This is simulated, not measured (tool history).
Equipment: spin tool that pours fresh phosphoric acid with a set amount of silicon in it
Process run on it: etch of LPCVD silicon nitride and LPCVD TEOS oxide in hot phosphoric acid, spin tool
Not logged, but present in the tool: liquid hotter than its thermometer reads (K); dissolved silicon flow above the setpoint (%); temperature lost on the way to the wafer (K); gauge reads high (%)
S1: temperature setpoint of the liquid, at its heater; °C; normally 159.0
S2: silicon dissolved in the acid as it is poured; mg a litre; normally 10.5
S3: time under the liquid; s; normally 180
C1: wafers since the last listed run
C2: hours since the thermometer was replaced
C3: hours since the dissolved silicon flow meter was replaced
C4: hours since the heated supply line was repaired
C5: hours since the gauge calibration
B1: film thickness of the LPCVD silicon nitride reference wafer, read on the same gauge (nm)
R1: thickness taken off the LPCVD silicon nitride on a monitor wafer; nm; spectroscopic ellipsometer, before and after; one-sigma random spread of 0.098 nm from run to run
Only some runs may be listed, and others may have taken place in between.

| run | day | S1 | S2 | S3 | C1 | C2 | C3 | C4 | C5 | B1 | R1 |
|---|---|---|---|---|---|---|---|---|---|---|---|
| 1 | 0.000 | 159.0 | 7.5 | 180 | 0 | 604.4 | 1609.4 | 495.7 | 3012.6 | 150.03 | 15.00 |
| 2 | 2.508 | 156.5 | 7.0 | 235 | 330 | 664.6 | 1669.6 | 555.9 | 3072.8 | 149.99 | 18.24 |
|  | 4.192 | dissolved silicon flow meter replaced |
| 3 | 4.321 | 159.0 | 10.5 | 180 | 233 | 708.1 | 3.1 | 599.4 | 3116.3 | 149.98 | 15.27 |
|  | 7.871 | thermometer replaced |
| 4 | 7.975 | 159.0 | 17.0 | 180 | 476 | 2.5 | 90.8 | 687.1 | 3204.0 | 149.97 | 15.20 |
|  | 10.642 | gauge calibrated |
| 5 | 12.162 | 157.0 | 6.0 | 105 | 552 | 103.0 | 191.3 | 787.6 | 36.5 | 149.95 | 8.33 |
| 6 | 16.429 | 159.0 | 15.5 | 255 | 562 | 205.4 | 293.7 | 890.0 | 138.9 | 150.00 | 21.66 |
| 7 | 19.392 | 160.0 | 10.5 | 180 | 390 | 276.5 | 364.8 | 961.1 | 210.0 | 150.02 | 15.70 |
| 8 | 21.425 | 159.0 | 14.5 | 265 | 268 | 325.3 | 413.6 | 1009.9 | 258.8 | 150.02 | 22.52 |
| 9 | 25.442 | 157.5 | 10.5 | 265 | 529 | 421.7 | 510.0 | 1106.3 | 355.2 | 150.03 | 21.13 |
| 10 | 28.721 | 161.0 | 10.5 | 140 | 432 | 500.4 | 588.7 | 1185.0 | 433.9 | 149.96 | 12.69 |
| 11 | 33.008 | 156.5 | 10.5 | 180 | 565 | 603.3 | 691.6 | 1287.9 | 536.8 | 150.04 | 13.93 |
|  | 35.129 | thermometer replaced |
| 12 | 35.267 | 161.5 | 13.0 | 180 | 292 | 3.3 | 745.8 | 1342.1 | 591.0 | 149.98 | 16.44 |
|  | 36.196 | heated supply line repaired |
| 13 | 39.667 | 157.0 | 15.0 | 255 | 575 | 108.9 | 851.4 | 83.3 | 696.6 | 150.03 | 20.07 |
| 14 | 42.762 | 159.0 | 18.0 | 240 | 408 | 183.2 | 925.7 | 157.6 | 770.9 | 150.02 | 20.18 |
| 15 | 46.012 | 159.0 | 10.5 | 125 | 428 | 261.2 | 1003.7 | 235.6 | 848.9 | 150.00 | 10.59 |
| 16 | 48.596 | 158.0 | 10.5 | 180 | 340 | 323.2 | 1065.7 | 297.6 | 910.9 | 149.98 | 14.60 |
| 17 | 53.012 | 160.5 | 10.5 | 235 | 582 | 429.2 | 1171.7 | 403.6 | 1016.9 | 150.05 | 20.59 |
| 18 | 57.096 | 156.5 | 17.5 | 255 | 538 | 527.2 | 1269.7 | 501.6 | 1114.9 | 150.02 | 19.60 |
| 19 | 58.904 | 159.0 | 10.5 | 180 | 238 | 570.6 | 1313.1 | 545.0 | 1158.3 | 150.00 | 15.00 |
| 20 | 63.050 | 159.0 | 10.5 | 180 | 546 | 670.1 | 1412.6 | 644.5 | 1257.8 | 150.02 | 15.31 |
| 21 | 64.708 | 159.0 | 10.5 | 230 | 218 | 709.9 | 1452.4 | 684.3 | 1297.6 | 149.98 | 19.43 |

Each row is a separate what-if for the run after 21, all from the same tool condition, not one after another. Results?
| A | 64.729 | 159.0 | 10.5 | 180 | 2 | 710.4 | 1452.9 | 684.8 | 1298.1 | ? | ? |
| B | 64.729 | 159.0 | 10.5 | 260 | 2 | 710.4 | 1452.9 | 684.8 | 1298.1 | ? | ? |
| C | 64.729 | 156.5 | 13.5 | 180 | 2 | 710.4 | 1452.9 | 684.8 | 1298.1 | ? | ? |
| D | 64.729 | 160.5 | 14.5 | 85 | 2 | 710.4 | 1452.9 | 684.8 | 1298.1 | ? | ? |
| E | 64.729 | 159.0 | 10.5 | 115 | 2 | 710.4 | 1452.9 | 684.8 | 1298.1 | ? | ? |

| run | B1 | R1 |
|---|---|---|
| A | 150.00 | 15.32 |
| B | 150.00 | 22.12 |
| C | 150.00 | 14.07 |
| D | 150.00 | 7.61 |
| E | 150.00 | 9.79 |
With the hidden condition removed and each run's random variation left untouched, the same runs would have given:
| run | R1 |
|---|---|
| A | 15.32 |
| B | 22.12 |
| C | 14.07 |
| D | 7.61 |
| E | 9.79 |
